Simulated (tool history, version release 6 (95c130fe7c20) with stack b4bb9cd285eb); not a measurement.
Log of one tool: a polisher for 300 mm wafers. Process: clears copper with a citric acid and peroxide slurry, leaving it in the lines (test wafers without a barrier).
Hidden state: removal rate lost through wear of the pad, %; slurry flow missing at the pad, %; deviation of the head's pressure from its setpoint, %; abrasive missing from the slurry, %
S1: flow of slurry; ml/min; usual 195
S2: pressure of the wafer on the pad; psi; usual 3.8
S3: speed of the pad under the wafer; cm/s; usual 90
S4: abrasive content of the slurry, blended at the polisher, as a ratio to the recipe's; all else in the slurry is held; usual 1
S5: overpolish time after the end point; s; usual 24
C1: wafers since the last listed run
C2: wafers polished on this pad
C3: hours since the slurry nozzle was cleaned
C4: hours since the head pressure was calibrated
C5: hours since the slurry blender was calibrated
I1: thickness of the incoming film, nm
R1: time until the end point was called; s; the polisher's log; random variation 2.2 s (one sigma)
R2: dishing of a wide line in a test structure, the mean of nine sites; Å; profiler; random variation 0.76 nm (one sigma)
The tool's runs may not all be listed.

run    hour   S1   S2   S3   S4  S5   C1    C2     C3     C4     C5     I1     R1   R2
  1       0  195  3.8   90    1  24    0   806  440.2  187.1   30.9  287.3  131.5  369
  2      63  195  3.8   90    1  28  313  1119  503.2  250.1   93.9  281.3  132.6  402
  3   116.6  195  3.8   90    1  28  266  1386  556.8  303.7  147.5  287.2  141.3  396
      120.7  -- worn pad replaced by a new one
      140.1  -- slurry nozzle cleaned
  4   173.4  195  3.8   90    1  28  257   256   33.3  360.5  204.3  284.4  140.6  391
  5   213.4  195  3.8   90    1  24  198   455   73.3  400.5  244.3  285.7  146.4  333
      239.5  -- slurry blender recalibrated
  6   264.6  195  3.8   90    1  24  244   700  124.5  451.7   25.1  288.3  134.5  366
  7   372.2  195  3.8   90    1  24  535  1235  232.1  559.3  132.7  280.1  129.1  366
      386.5  -- worn pad replaced by a new one
  8   422.3  195  3.8   90    1  24  229   177  282.2  609.4  182.8    285    137  355
  9   485.9  195  3.8   90    1  24  316   494  345.8    673  246.4  287.1  150.2  344
        535  -- slurry blender recalibrated
 10   577.2  195  3.8   90    1  24  444   938  437.1  764.3   42.2  284.6  134.2  366
 11   630.7  195  3.8  120    1  24  266  1204  490.6  817.8   95.7  282.3  107.3  419
      637.5  -- worn pad replaced by a new one
 12   678.1  195  3.8   90    1  24  215   201    538  865.2  143.1  288.6  135.4  350
      680.9  -- head pressure recalibrated
      706.9  -- slurry nozzle cleaned
 13   723.5  195  3.8   90    1  24  210   412   16.6   42.6  188.5  279.8  143.8  344
      810.5  -- slurry blender recalibrated
 14     819  195    3   90    1  17  464   877  112.1  138.1    8.5  281.7    167  233
 15   870.7  175  4.8   90    1  29  257  1134  163.8  189.8   60.2  284.9  104.2  470
      889.5  -- worn pad replaced by a new one
 16   937.7  215  3.8   90    1  24  313   239  230.8  256.8  127.2  287.9  133.8  370
 17    1000  260  4.6   90  1.2  24  309   549  293.1  319.1  189.5  289.4  107.8  430
     1069.6  -- slurry blender recalibrated
 18  1098.2  160  3.8   76    1  24  478  1027  391.3  417.3   28.6  281.5  147.8  336

Forecast run 19:
     1186.6  -- worn pad replaced by a new one
 19  1204.9  195  2.9  64  0.9  15  510  90  498  524  135.3  281.2   ?   ?

R1: 227.9 s
R2: 155 Å
Without the tool's hidden state the same run would have given R1 219.1 s, R2 161 Å.
